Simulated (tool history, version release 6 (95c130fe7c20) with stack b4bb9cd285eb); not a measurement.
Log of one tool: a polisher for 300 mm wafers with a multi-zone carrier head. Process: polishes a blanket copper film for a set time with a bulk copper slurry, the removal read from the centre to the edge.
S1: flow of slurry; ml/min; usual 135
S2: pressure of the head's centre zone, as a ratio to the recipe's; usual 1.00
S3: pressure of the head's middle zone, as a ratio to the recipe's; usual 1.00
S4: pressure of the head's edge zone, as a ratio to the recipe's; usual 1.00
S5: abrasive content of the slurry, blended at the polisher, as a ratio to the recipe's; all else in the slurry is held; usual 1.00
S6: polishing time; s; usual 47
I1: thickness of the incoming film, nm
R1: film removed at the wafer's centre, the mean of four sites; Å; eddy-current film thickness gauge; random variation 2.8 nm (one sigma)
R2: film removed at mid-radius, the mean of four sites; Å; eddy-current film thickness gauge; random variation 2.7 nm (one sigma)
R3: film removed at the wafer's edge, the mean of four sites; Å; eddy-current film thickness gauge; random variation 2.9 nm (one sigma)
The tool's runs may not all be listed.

run,hour,S1,S2,S3,S4,S5,S6,I1,R1,R2,R3
1,0.0,135,1.00,1.00,1.00,1.15,47,3726.9,4194,4210,4253
2,36.2,135,1.00,1.00,1.00,1.15,47,3731.1,4124,4206,4228
# hour 87.7: worn pad replaced by a new one
3,93.0,135,1.00,1.00,1.00,1.15,47,3694.6,3988,4026,4195
# hour 126.4: slurry nozzle cleaned
4,127.1,135,1.00,1.00,1.00,1.00,47,3690.1,4203,4175,4212
5,171.3,135,1.00,1.00,1.00,1.00,47,3716.6,4210,4205,4199
6,232.4,135,1.00,1.00,1.00,1.00,47,3757.4,4143,4107,4191
7,271.0,135,1.00,1.00,1.00,1.00,47,3668.3,4145,4106,4213
8,384.3,135,1.00,1.00,1.00,1.20,47,3667.4,4162,4211,4238
# hour 408.0: worn pad replaced by a new one
# hour 422.3: slurry nozzle cleaned
# hour 429.4: edge zone pressure recalibrated
9,429.9,135,1.09,1.00,1.00,1.00,34,3717.2,3258,2998,3029
10,485.3,135,1.00,1.00,1.12,1.00,42,3754.8,3688,3686,3918
# hour 519.5: carrier head's membrane replaced by a new one, of another model than before
11,549.6,135,1.00,1.00,1.09,1.00,52,3696.0,4540,4495,4864
12,712.2,135,1.00,1.06,0.92,0.85,33,3712.5,2507,2593,2478
# hour 734.1: centre zone pressure recalibrated
# hour 740.8: worn pad replaced by a new one
# hour 753.2: slurry nozzle cleaned
13,767.2,135,1.00,1.00,1.04,1.00,47,3750.3,4208,4154,4290
14,821.7,135,1.00,1.05,1.00,1.00,53,3765.7,4766,4816,4645
15,878.9,135,1.00,1.00,1.00,1.00,47,3747.4,4135,4175,4191
16,913.8,165,1.00,0.96,1.00,1.15,42,3779.5,4022,3944,3961
17,963.4,135,1.09,1.04,0.96,1.00,35,3700.0,3429,3067,2941
18,991.2,135,1.00,1.05,1.00,1.00,53,3699.9,4504,4632,4586
19,1029.7,135,0.97,1.00,1.00,1.00,33,3697.8,2599,2738,2830
# hour 1064.3: worn pad replaced by a new one
# hour 1084.9: slurry nozzle cleaned
20,1168.4,135,1.00,1.12,0.95,1.00,38,3711.7,3385,3545,3239

The tool's hidden state at each run:
removal rate lost through wear of the pad, %: 0 in every run
deviation of the centre zone's pressure from its setpoint, %: 0 in every run
deviation of the edge zone's pressure from its setpoint, %: 0 in every run
H1: slurry flow missing at the pad, %
run,H1
1,14.5
2,19
3,27.7
4,2.1
5,2.68
6,5.33
7,8.11
8,21.2
9,6.61
10,7.73
11,11.2
12,30.7
13,3.28
14,4.57
15,7.76
16,10.6
17,15.9
18,19.5
19,25.2
20,3.62

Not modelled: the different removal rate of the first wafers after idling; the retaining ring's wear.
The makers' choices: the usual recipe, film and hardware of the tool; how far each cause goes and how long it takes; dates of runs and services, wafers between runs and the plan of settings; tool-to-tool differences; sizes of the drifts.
